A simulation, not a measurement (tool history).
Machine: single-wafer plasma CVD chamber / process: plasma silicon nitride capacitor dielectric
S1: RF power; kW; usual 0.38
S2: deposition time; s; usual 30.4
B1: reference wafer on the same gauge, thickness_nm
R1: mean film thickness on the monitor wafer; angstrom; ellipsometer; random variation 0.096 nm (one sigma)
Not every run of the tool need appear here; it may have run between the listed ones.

run,day,S1,S2,B1,R1
1,0,0.435,30.4,36.183,417.26
2,0.992,0.435,30.4,36.223,418.81
3,1.654,0.435,30.4,36.158,419.96
# day 1.717: gauge calibrated
4,2.85,0.4,30.4,36.188,412.24
5,3.971,0.4,30.4,36.177,411.81
6,5.379,0.44,25.7,36.184,354.98
7,6.054,0.38,30.4,36.229,406.86
8,7.492,0.38,30.4,36.256,407.27
9,8.121,0.38,30.4,36.157,408.01
10,8.988,0.38,30.4,36.218,405.1
11,10.317,0.44,30.4,36.214,417.37
12,11.317,0.38,30.4,36.186,404.72
13,13.683,0.38,30.4,36.232,405.85
14,15.088,0.38,30.4,36.208,404.94
15,18.888,0.38,30.4,36.195,404.01
16,20.946,0.38,30.4,36.215,403.3
17,22.017,0.38,30.4,36.191,405.9
18,22.979,0.38,30.4,36.18,402.21
19,23.658,0.38,30.4,36.202,404.01
20,24.904,0.38,34,36.181,452.61
# day 25.404: showerhead replaced
21,26.192,0.32,32,36.213,409.23
22,27.15,0.33,27,36.259,348.12
# day 27.754: gauge calibrated
23,28.146,0.44,33.3,36.203,456.06
24,29.229,0.31,28.3,36.194,360.72
25,29.812,0.445,33.5,36.161,460.12
26,30.833,0.33,30.4,36.163,390.52
27,31.588,0.38,30.4,36.202,402.98
28,32.225,0.355,28.4,36.179,370.57
29,33.179,0.38,30.4,36.194,403.31
30,34.667,0.45,34.4,36.165,474.62
# day 35.704: RF generator calibrated
31,35.725,0.425,35.2,36.165,486.3
32,36.412,0.435,35.7,36.238,493.02
33,37.671,0.405,33.2,36.241,453.24
34,38.225,0.38,32.6,36.226,437.97
35,39.421,0.4,33.9,36.173,461.38
36,40.025,0.45,24.9,36.234,347.34
37,42.542,0.36,30.4,36.216,404.02
38,43.783,0.38,30.4,36.222,408.17
39,44.508,0.345,30.4,36.164,400.91
40,45.15,0.425,34,36.21,466.68
41,46.225,0.38,30.4,36.18,408.24

Measured less the same run without the tool's hidden state. The same run-to-run variation is in both; the gauge's scatter may not be:
Unlogged tool condition in this case: delivered RF power above the setpoint (%); gauge reads high (%).
run,R1
1,-3.14
2,-3.28
3,-3.38
4,-3.48
5,-3.62
6,-3.29
7,-3.85
8,-4.05
9,-4.14
10,-4.22
11,-4.53
12,-4.52
13,-4.85
14,-5.02
15,-5.52
16,-5.78
17,-5.97
18,-6.04
19,-6.15
20,-7.08
21,-6.57
22,-5.71
23,-7.63
24,-6.17
25,-7.96
26,-6.88
27,-7.21
28,-6.71
29,-7.43
30,-8.98
31,-1.1
32,-1.23
33,-1.3
34,-1.34
35,-1.59
36,-1.26
37,-1.79
38,-1.97
39,-2.02
40,-2.45
41,-2.28

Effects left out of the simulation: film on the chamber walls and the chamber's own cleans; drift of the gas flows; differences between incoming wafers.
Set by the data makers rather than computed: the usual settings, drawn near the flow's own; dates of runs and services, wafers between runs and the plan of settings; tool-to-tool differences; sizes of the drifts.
